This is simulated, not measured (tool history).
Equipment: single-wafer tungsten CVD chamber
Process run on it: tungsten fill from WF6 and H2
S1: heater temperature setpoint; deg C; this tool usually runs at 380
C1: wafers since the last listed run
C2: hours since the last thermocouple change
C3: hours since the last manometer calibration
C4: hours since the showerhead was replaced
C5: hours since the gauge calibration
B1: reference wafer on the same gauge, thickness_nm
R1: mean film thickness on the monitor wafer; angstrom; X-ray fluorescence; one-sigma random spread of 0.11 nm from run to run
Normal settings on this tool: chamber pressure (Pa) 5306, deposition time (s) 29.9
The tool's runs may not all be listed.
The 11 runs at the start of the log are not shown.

{"run": 12, "hour": 165.7, "S1": 380, "chamber pressure (Pa)": 4253, "deposition time (s)": 29.9, "C1": 334, "C2": 2443.9, "C3": 1908.7, "C4": 5403.2, "C5": 216, "B1": 71.809, "R1": 637.99}
{"run": 13, "hour": 180.0, "S1": 373, "chamber pressure (Pa)": 4040, "deposition time (s)": 31.6, "C1": 324, "C2": 2458.2, "C3": 1923, "C4": 5417.5, "C5": 230.3, "B1": 71.791, "R1": 585.88}
{"run": 14, "hour": 195.1, "S1": 380, "chamber pressure (Pa)": 5306, "deposition time (s)": 29.9, "C1": 343, "C2": 2473.3, "C3": 1938.1, "C4": 5432.6, "C5": 245.4, "B1": 71.781, "R1": 669.47}
{"hour": 215.2, "done": "capacitance manometer re-zeroed and calibrated"}
{"run": 15, "hour": 215.7, "S1": 380, "chamber pressure (Pa)": 4133, "deposition time (s)": 29.9, "C1": 286, "C2": 2493.9, "C3": 0.5, "C4": 5453.2, "C5": 266, "B1": 71.779, "R1": 646.07}
{"run": 16, "hour": 220.1, "S1": 380, "chamber pressure (Pa)": 5306, "deposition time (s)": 29.9, "C1": 99, "C2": 2498.3, "C3": 4.9, "C4": 5457.6, "C5": 270.4, "B1": 71.761, "R1": 683.46}
{"hour": 239.8, "done": "thermocouple changed; heater temperature recalibrated"}
{"run": 17, "hour": 240.3, "S1": 385, "chamber pressure (Pa)": 6146, "deposition time (s)": 35.5, "C1": 277, "C2": 0.5, "C3": 25.1, "C4": 5477.8, "C5": 290.6, "B1": 71.855, "R1": 959.7}
{"run": 18, "hour": 249.5, "S1": 380, "chamber pressure (Pa)": 5306, "deposition time (s)": 29.9, "C1": 209, "C2": 9.7, "C3": 34.3, "C4": 5487, "C5": 299.8, "B1": 71.807, "R1": 712.02}
{"hour": 251.4, "done": "gauge calibrated"}
{"run": 19, "hour": 267.5, "S1": 390, "chamber pressure (Pa)": 4893, "deposition time (s)": 25.8, "C1": 409, "C2": 27.7, "C3": 52.3, "C4": 5505, "C5": 16.1, "B1": 71.778, "R1": 715.41}
{"hour": 280.8, "done": "showerhead replaced"}
{"run": 20, "hour": 281.3, "S1": 385, "chamber pressure (Pa)": 4346, "deposition time (s)": 32.4, "C1": 131, "C2": 41.5, "C3": 66.1, "C4": 0.5, "C5": 29.9, "B1": 71.857, "R1": 806.07}
{"run": 21, "hour": 290.1, "S1": 380, "chamber pressure (Pa)": 6573, "deposition time (s)": 29.9, "C1": 199, "C2": 50.3, "C3": 74.9, "C4": 9.3, "C5": 38.7, "B1": 71.771, "R1": 750.63}
{"run": 22, "hour": 300.0, "S1": 385, "chamber pressure (Pa)": 6319, "deposition time (s)": 24.1, "C1": 224, "C2": 60.2, "C3": 84.8, "C4": 19.2, "C5": 48.6, "B1": 71.802, "R1": 653.87}
{"run": 23, "hour": 307.4, "S1": 375, "chamber pressure (Pa)": 4946, "deposition time (s)": 29.9, "C1": 168, "C2": 67.6, "C3": 92.2, "C4": 26.6, "C5": 56, "B1": 71.788, "R1": 640.29}
{"run": 24, "hour": 316.7, "S1": 374, "chamber pressure (Pa)": 6506, "deposition time (s)": 29.9, "C1": 211, "C2": 76.9, "C3": 101.5, "C4": 35.9, "C5": 65.3, "B1": 71.8, "R1": 671.71}
{"run": 25, "hour": 322.9, "S1": 372, "chamber pressure (Pa)": 4960, "deposition time (s)": 33.9, "C1": 140, "C2": 83.1, "C3": 107.7, "C4": 42.1, "C5": 71.5, "B1": 71.833, "R1": 685.78}
{"run": 26, "hour": 335.4, "S1": 380, "chamber pressure (Pa)": 5306, "deposition time (s)": 35.2, "C1": 284, "C2": 95.6, "C3": 120.2, "C4": 54.6, "C5": 84, "B1": 71.769, "R1": 837.51}
{"run": 27, "hour": 353.0, "S1": 380, "chamber pressure (Pa)": 5306, "deposition time (s)": 31.7, "C1": 399, "C2": 113.2, "C3": 137.8, "C4": 72.2, "C5": 101.6, "B1": 71.803, "R1": 753.84}
{"run": 28, "hour": 365.0, "S1": 380, "chamber pressure (Pa)": 5306, "deposition time (s)": 29.9, "C1": 272, "C2": 125.2, "C3": 149.8, "C4": 84.2, "C5": 113.6, "B1": 71.775, "R1": 708.59}
{"run": 29, "hour": 373.8, "S1": 380, "chamber pressure (Pa)": 5306, "deposition time (s)": 29.9, "C1": 199, "C2": 134, "C3": 158.6, "C4": 93, "C5": 122.4, "B1": 71.8, "R1": 710.24}
{"run": 30, "hour": 386.5, "S1": 388, "chamber pressure (Pa)": 4586, "deposition time (s)": 24.3, "C1": 288, "C2": 146.7, "C3": 171.3, "C4": 105.7, "C5": 135.1, "B1": 71.763, "R1": 640.48}
{"run": 31, "hour": 400.4, "S1": 380, "chamber pressure (Pa)": 6026, "deposition time (s)": 33.9, "C1": 315, "C2": 160.6, "C3": 185.2, "C4": 119.6, "C5": 149, "B1": 71.735, "R1": 829.82}
{"run": 32, "hour": 415.7, "S1": 392, "chamber pressure (Pa)": 4386, "deposition time (s)": 33.6, "C1": 347, "C2": 175.9, "C3": 200.5, "C4": 134.9, "C5": 164.3, "B1": 71.827, "R1": 938.94}
{"run": 33, "hour": 448.6, "S1": 380, "chamber pressure (Pa)": 5306, "deposition time (s)": 34, "C1": 747, "C2": 208.8, "C3": 233.4, "C4": 167.8, "C5": 197.2, "B1": 71.798, "R1": 805.75}
{"run": 34, "hour": 459.2, "S1": 393, "chamber pressure (Pa)": 6013, "deposition time (s)": 33.4, "C1": 240, "C2": 219.4, "C3": 244, "C4": 178.4, "C5": 207.8, "B1": 71.76, "R1": 1026.47}

Here are 4 independent what-if runs from the current tool condition. What would each one return?
{"run": "A", "hour": 459.6, "S1": 380, "chamber pressure (Pa)": 5306, "deposition time (s)": 29.9, "C1": 9, "C2": 219.8, "C3": 244.4, "C4": 178.8, "C5": 208.2, "B1": "?", "R1": "?"}
{"run": "B", "hour": 459.6, "S1": 387, "chamber pressure (Pa)": 4306, "deposition time (s)": 27.9, "C1": 9, "C2": 219.8, "C3": 244.4, "C4": 178.8, "C5": 208.2, "B1": "?", "R1": "?"}
{"run": "C", "hour": 459.6, "S1": 394, "chamber pressure (Pa)": 5986, "deposition time (s)": 24.2, "C1": 9, "C2": 219.8, "C3": 244.4, "C4": 178.8, "C5": 208.2, "B1": "?", "R1": "?"}
{"run": "D", "hour": 459.6, "S1": 380, "chamber pressure (Pa)": 4373, "deposition time (s)": 26.2, "C1": 9, "C2": 219.8, "C3": 244.4, "C4": 178.8, "C5": 208.2, "B1": "?", "R1": "?"}

run=A B1=71.841 R1=708.91
run=B B1=71.841 R1=712.91
run=C B1=71.841 R1=752.87
run=D B1=71.841 R1=593.8
With no hidden state in the tool, these same runs would have given:
run=A R1=716.53
run=B R1=720.53
run=C R1=760.69
run=D R1=600.22
